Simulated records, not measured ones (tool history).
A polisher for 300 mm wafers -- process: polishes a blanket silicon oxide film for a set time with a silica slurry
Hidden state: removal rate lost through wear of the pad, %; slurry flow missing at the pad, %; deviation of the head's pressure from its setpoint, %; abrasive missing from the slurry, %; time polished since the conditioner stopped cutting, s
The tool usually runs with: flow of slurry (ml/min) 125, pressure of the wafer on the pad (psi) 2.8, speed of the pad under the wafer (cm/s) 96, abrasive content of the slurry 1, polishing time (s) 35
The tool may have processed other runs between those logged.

| run | hour | flow of slurry (ml/min) | pressure of the wafer on the pad (psi) | speed of the pad under the wafer (cm/s) | abrasive content of the slurry | polishing time (s) | wafers since the last listed run | wafers polished on this pad | hours since the slurry nozzle was cleaned | hours since the head pressure was calibrated | hours since the slurry blender was calibrated | hours since the conditioning disc was replaced | incoming thickness of the incoming film, nm | film removed (nm) |
|---|---|---|---|---|---|---|---|---|---|---|---|---|---|---|
| 1 | 0 | 125 | 2.8 | 96 | 1 | 35 | 0 | 149 | 270.4 | 904.1 | 294.8 | 7.3 | 1641.6 | 59.4 |
| 2 | 56.2 | 125 | 2.8 | 96 | 1 | 35 | 484 | 633 | 326.6 | 960.3 | 351 | 63.5 | 1660.3 | 59.2 |
|  | 78 | slurry blender recalibrated |
| 3 | 123.9 | 125 | 2.8 | 82 | 1 | 35 | 566 | 1200 | 394.3 | 1028 | 45.9 | 131.2 | 1673 | 52.4 |
|  | 152.6 | head pressure recalibrated |
| 4 | 187.3 | 125 | 2.8 | 84 | 1 | 35 | 529 | 1729 | 457.7 | 34.7 | 109.3 | 194.6 | 1661.3 | 52.7 |
| 5 | 215 | 125 | 2.8 | 84 | 1 | 35 | 238 | 1968 | 485.4 | 62.4 | 137 | 222.3 | 1643 | 52.8 |
| 6 | 254 | 125 | 2.8 | 96 | 1 | 35 | 336 | 2304 | 524.4 | 101.4 | 176 | 261.3 | 1663.7 | 59 |
|  | 261.4 | slurry nozzle cleaned |
| 7 | 286.5 | 125 | 2.8 | 96 | 1 | 35 | 271 | 2576 | 25.1 | 133.9 | 208.5 | 293.8 | 1672.7 | 58.6 |
| 8 | 319.3 | 135 | 2.8 | 96 | 1 | 35 | 282 | 2859 | 57.9 | 166.7 | 241.3 | 326.6 | 1629.2 | 59.7 |
|  | 339.5 | worn pad replaced by a new one |
| 9 | 351 | 135 | 2.8 | 96 | 1 | 35 | 238 | 99 | 89.6 | 198.4 | 273 | 358.3 | 1677.6 | 60.1 |
|  | 387.1 | slurry blender recalibrated |
| 10 | 422.4 | 125 | 2.8 | 96 | 1 | 35 | 598 | 697 | 161 | 269.8 | 35.3 | 429.7 | 1649.9 | 58.8 |
| 11 | 480.4 | 125 | 2.8 | 96 | 1 | 35 | 500 | 1198 | 219 | 327.8 | 93.3 | 487.7 | 1677.7 | 59.6 |
| 12 | 521.4 | 90 | 2.8 | 96 | 1 | 28 | 353 | 1551 | 260 | 368.8 | 134.3 | 528.7 | 1678.3 | 43.8 |
| 13 | 572.3 | 140 | 2.1 | 86 | 1.15 | 35 | 438 | 1990 | 310.9 | 419.7 | 185.2 | 579.6 | 1680.9 | 42.9 |
| 14 | 634 | 90 | 2.8 | 96 | 1.2 | 35 | 532 | 2522 | 372.6 | 481.4 | 246.9 | 641.3 | 1647.9 | 58.2 |
|  | 645.6 | worn pad replaced by a new one |
|  | 647 | conditioning disc replaced and pad reconditioned |
| 15 | 684.5 | 125 | 1.9 | 116 | 1 | 35 | 388 | 323 | 423.1 | 531.9 | 297.4 | 37.5 | 1663.5 | 47.4 |
|  | 694.6 | slurry blender recalibrated |
| 16 | 708.7 | 125 | 2.8 | 96 | 1 | 35 | 191 | 514 | 447.3 | 556.1 | 14.1 | 61.7 | 1650.1 | 59.3 |
|  | 767.1 | slurry nozzle cleaned |
| 17 | 767.6 | 125 | 2.8 | 96 | 1.2 | 35 | 499 | 1013 | 0.5 | 615 | 73 | 120.6 | 1690.4 | 62.4 |
| 18 | 833.1 | 170 | 2.8 | 68 | 1 | 35 | 564 | 1578 | 66 | 680.5 | 138.5 | 186.1 | 1687.4 | 47.1 |
| 19 | 885.2 | 125 | 2.8 | 108 | 1 | 35 | 449 | 2027 | 118.1 | 732.6 | 190.6 | 238.2 | 1636 | 65.4 |
| 20 | 936.9 | 145 | 2.3 | 112 | 1 | 42 | 445 | 2473 | 169.8 | 784.3 | 242.3 | 289.9 | 1641 | 68 |
|  | 972.8 | worn pad replaced by a new one |
| 21 | 1008.4 | 125 | 2.8 | 96 | 1 | 40 | 582 | 306 | 241.3 | 855.8 | 313.8 | 361.4 | 1630.5 | 66.8 |
|  | 1029.2 | slurry blender recalibrated |
| 22 | 1033.6 | 125 | 2.8 | 96 | 1 | 35 | 200 | 506 | 266.5 | 881 | 4.4 | 386.6 | 1662.3 | 59.5 |
| 23 | 1074.2 | 125 | 2.8 | 80 | 1 | 35 | 350 | 857 | 307.1 | 921.6 | 45 | 427.2 | 1659.6 | 51.4 |
| 24 | 1110.9 | 100 | 2.8 | 96 | 1 | 29 | 316 | 1173 | 343.8 | 958.3 | 81.7 | 463.9 | 1653.5 | 46.6 |

Branching from run 24: 5 alternative next runs. What would each branch give?
| A | 1111.3 | 125 | 2.8 | 96 | 1 | 35 | 3 | 1176 | 344.2 | 958.7 | 82.1 | 464.3 | 1666.1 | ? |
| B | 1111.3 | 125 | 2.8 | 96 | 0.75 | 35 | 3 | 1176 | 344.2 | 958.7 | 82.1 | 464.3 | 1666.1 | ? |
| C | 1111.3 | 125 | 2.2 | 64 | 1.25 | 35 | 3 | 1176 | 344.2 | 958.7 | 82.1 | 464.3 | 1666.1 | ? |
| D | 1111.3 | 125 | 2.8 | 66 | 1.15 | 46 | 3 | 1176 | 344.2 | 958.7 | 82.1 | 464.3 | 1666.1 | ? |
| E | 1111.3 | 125 | 2.8 | 126 | 1 | 35 | 3 | 1176 | 344.2 | 958.7 | 82.1 | 464.3 | 1666.1 | ? |

| run | film removed (nm) |
|---|---|
| A | 58.9 |
| B | 53.8 |
| C | 36.1 |
| D | 60 |
| E | 73.2 |
The same runs, with their run-to-run variation unchanged, on a tool lacking any hidden condition would have given:
| run | film removed (nm) |
|---|---|
| A | 58.9 |
| B | 53.8 |
| C | 36.1 |
| D | 60 |
| E | 73.2 |
